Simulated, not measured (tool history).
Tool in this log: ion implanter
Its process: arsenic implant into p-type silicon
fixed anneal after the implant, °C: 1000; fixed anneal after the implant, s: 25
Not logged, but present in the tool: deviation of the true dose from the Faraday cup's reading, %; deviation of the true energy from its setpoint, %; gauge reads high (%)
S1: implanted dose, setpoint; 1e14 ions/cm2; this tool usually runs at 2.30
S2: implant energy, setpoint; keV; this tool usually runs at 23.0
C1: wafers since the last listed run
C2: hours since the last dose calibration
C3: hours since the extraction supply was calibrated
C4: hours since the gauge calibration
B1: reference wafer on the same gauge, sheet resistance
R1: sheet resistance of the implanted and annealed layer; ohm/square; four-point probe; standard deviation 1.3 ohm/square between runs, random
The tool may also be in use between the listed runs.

Run 1, hour 0.0: usual settings; C1 0; C2 632.2; C3 5562.9; C4 238.7; B1 386.14. Result: R1 336.17 ohm/square.
Run 2, hour 33.6: usual settings; C1 429; C2 665.8; C3 5596.5; C4 272.3; B1 385.42. Result: R1 336.31 ohm/square.
Run 3, hour 98.4: usual settings; C1 828; C2 730.6; C3 5661.3; C4 337.1; B1 385.83. Result: R1 336.72 ohm/square.
Run 4, hour 128.0: usual settings; C1 378; C2 760.2; C3 5690.9; C4 366.7; B1 385.99. Result: R1 334.04 ohm/square.
Run 5, hour 193.5: usual settings; C1 837; C2 825.7; C3 5756.4; C4 432.2; B1 385.82. Result: R1 335.82 ohm/square.
Run 6, hour 258.0: usual settings; C1 824; C2 890.2; C3 5820.9; C4 496.7; B1 386.05. Result: R1 335.48 ohm/square.
Run 7, hour 296.7: usual settings; C1 494; C2 928.9; C3 5859.6; C4 535.4; B1 386.20. Result: R1 337.95 ohm/square.
Run 8, hour 358.8: usual settings; C1 793; C2 991.0; C3 5921.7; C4 597.5; B1 385.95. Result: R1 336.20 ohm/square.
Run 9, hour 427.1: usual settings; C1 873; C2 1059.3; C3 5990.0; C4 665.8; B1 385.96. Result: R1 335.93 ohm/square.
Run 10, hour 465.8: usual settings; C1 494; C2 1098.0; C3 6028.7; C4 704.5; B1 386.03. Result: R1 336.05 ohm/square.
Run 11, hour 510.3: usual settings; C1 568; C2 1142.5; C3 6073.2; C4 749.0; B1 385.82. Result: R1 337.79 ohm/square.
Run 12, hour 568.7: usual settings but S2 21.0 keV; C1 746; C2 1200.9; C3 6131.6; C4 807.4; B1 386.02. Result: R1 338.49 ohm/square.
Run 13, hour 630.6: usual settings but S2 21.0 keV; C1 791; C2 1262.8; C3 6193.5; C4 869.3; B1 385.93. Result: R1 340.05 ohm/square.
At hour 646.7: gauge calibrated.
At hour 653.9: extraction supply calibrated.
Run 14, hour 688.3: usual settings but S1 2.55 1e14 ions/cm2, S2 27.5 keV; C1 635; C2 1320.5; C3 34.4; C4 41.6; B1 385.92. Result: R1 301.91 ohm/square.
Run 15, hour 718.1: usual settings but S1 2.82 1e14 ions/cm2; C1 380; C2 1350.3; C3 64.2; C4 71.4; B1 386.27. Result: R1 288.16 ohm/square.
Run 16, hour 745.3: usual settings but S1 2.80 1e14 ions/cm2, S2 20.5 keV; C1 347; C2 1377.5; C3 91.4; C4 98.6; B1 385.76. Result: R1 293.63 ohm/square.
At hour 798.2: Faraday cup replaced and dose calibrated.
Run 17, hour 805.1: usual settings but S1 1.80 1e14 ions/cm2; C1 662; C2 6.9; C3 151.2; C4 158.4; B1 385.95. Result: R1 402.99 ohm/square.
Run 18, hour 838.9: usual settings but S1 2.11 1e14 ions/cm2; C1 432; C2 40.7; C3 185.0; C4 192.2; B1 385.69. Result: R1 357.88 ohm/square.
Run 19, hour 898.5: usual settings but S1 1.84 1e14 ions/cm2, S2 19.5 keV; C1 761; C2 100.3; C3 244.6; C4 251.8; B1 385.99. Result: R1 404.19 ohm/square.
Run 20, hour 957.1: usual settings but S2 29.5 keV; C1 749; C2 158.9; C3 303.2; C4 310.4; B1 386.26. Result: R1 326.47 ohm/square.
Run 21, hour 988.9: usual settings but S2 17.5 keV; C1 406; C2 190.7; C3 335.0; C4 342.2; B1 385.91. Result: R1 348.02 ohm/square.
Run 22, hour 1030.6: usual settings; C1 533; C2 232.4; C3 376.7; C4 383.9; B1 386.18. Result: R1 335.56 ohm/square.
Run 23, hour 1063.3: usual settings; C1 417; C2 265.1; C3 409.4; C4 416.6; B1 385.80. Result: R1 337.47 ohm/square.
Run 24, hour 1130.2: usual settings but S1 1.73 1e14 ions/cm2, S2 27.0 keV; C1 855; C2 332.0; C3 476.3; C4 483.5; B1 386.11. Result: R1 404.02 ohm/square.
Run 25, hour 1201.0: usual settings but S1 1.66 1e14 ions/cm2, S2 17.0 keV; C1 905; C2 402.8; C3 547.1; C4 554.3; B1 385.69. Result: R1 447.62 ohm/square.
Run 26, hour 1258.1: usual settings but S1 2.95 1e14 ions/cm2, S2 19.5 keV; C1 729; C2 459.9; C3 604.2; C4 611.4; B1 386.06. Result: R1 283.54 ohm/square.

Branching from run 26: 4 alternative next runs. What would each branch give?
Run A, hour 1258.5: usual settings but S1 2.06 1e14 ions/cm2; C1 5; C2 460.3; C3 604.6; C4 611.8; B1 ?. Result: R1 ?.
Run B, hour 1258.5: usual settings but S1 2.67 1e14 ions/cm2, S2 17.5 keV; C1 5; C2 460.3; C3 604.6; C4 611.8; B1 ?. Result: R1 ?.
Run C, hour 1258.5: usual settings but S1 1.87 1e14 ions/cm2, S2 19.0 keV; C1 5; C2 460.3; C3 604.6; C4 611.8; B1 ?. Result: R1 ?.
Run D, hour 1258.5: usual settings but S1 1.84 1e14 ions/cm2; C1 5; C2 460.3; C3 604.6; C4 611.8; B1 ?. Result: R1 ?.

run      B1      R1
  A  385.52  363.52
  B  385.52  310.25
  C  385.52  401.32
  D  385.52  395.22
Had the tool no hidden state, the same runs would have come out as:
run      R1
  A  363.52
  B  310.25
  C  401.32
  D  395.22
